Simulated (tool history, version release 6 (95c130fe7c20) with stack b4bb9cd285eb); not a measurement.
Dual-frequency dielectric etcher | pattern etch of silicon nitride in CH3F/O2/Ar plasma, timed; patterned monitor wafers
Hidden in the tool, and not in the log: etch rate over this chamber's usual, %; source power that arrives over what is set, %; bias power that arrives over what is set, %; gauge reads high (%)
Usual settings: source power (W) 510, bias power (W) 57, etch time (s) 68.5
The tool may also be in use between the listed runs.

run,hour,source power (W),bias power (W),etch time (s),wafers since the last listed run,hours since the last wet clean,hours since the last source power generator calibration,hours since the last bias power generator calibration,hours since the last upper electrode change,hours since the gauge calibration,"read-back reference wafer on the same gauge, depth_nm",mean etch depth across the wafer (Å)
1,0.0,510,57,68.5,0,162.5,2477.4,1931.6,1917.9,196.7,55.07,522.6
2,49.0,510,57,68.5,604,211.5,2526.4,1980.6,1966.9,245.7,54.96,515.2
3,75.9,510,57,68.5,331,238.4,2553.3,2007.5,1993.8,272.6,54.93,514.2
4,96.3,510,57,68.5,251,258.8,2573.7,2027.9,2014.2,293.0,54.91,518.8
5,131.6,510,57,68.5,435,294.1,2609.0,2063.2,2049.5,328.3,54.99,520.9
6,150.7,510,57,68.5,235,313.2,2628.1,2082.3,2068.6,347.4,54.87,516.0
7,177.8,460,57,68.5,334,340.3,2655.2,2109.4,2095.7,374.5,54.83,490.3
# hour 220.7: wet clean of the chamber
8,221.2,460,57,68.5,239,0.5,2698.6,2152.8,2139.1,417.9,54.83,486.5
# hour 254.1: upper electrode replaced
9,254.6,460,57,68.5,115,33.9,2732.0,2186.2,0.5,451.3,54.80,487.1
# hour 264.9: bias power generator calibrated
10,265.4,510,57,68.5,83,44.7,2742.8,0.5,11.3,462.1,54.73,516.9
11,295.2,510,61,74.5,367,74.5,2772.6,30.3,41.1,491.9,54.85,571.5
12,307.4,510,57,68.5,150,86.7,2784.8,42.5,53.3,504.1,54.83,516.7

Forecast run 13:
# hour 318.1: gauge calibrated
# hour 324.5: source power generator calibrated
13,329.0,560,63,58.0,217,108.3,4.5,64.1,74.9,10.9,?,?

{"run 13": {"read-back reference wafer on the same gauge, depth_nm": 55.97, "mean etch depth across the wafer (Å)": 478.7}}
Without the tool's hidden state the same run would have given mean etch depth across the wafer (Å) 478.2.
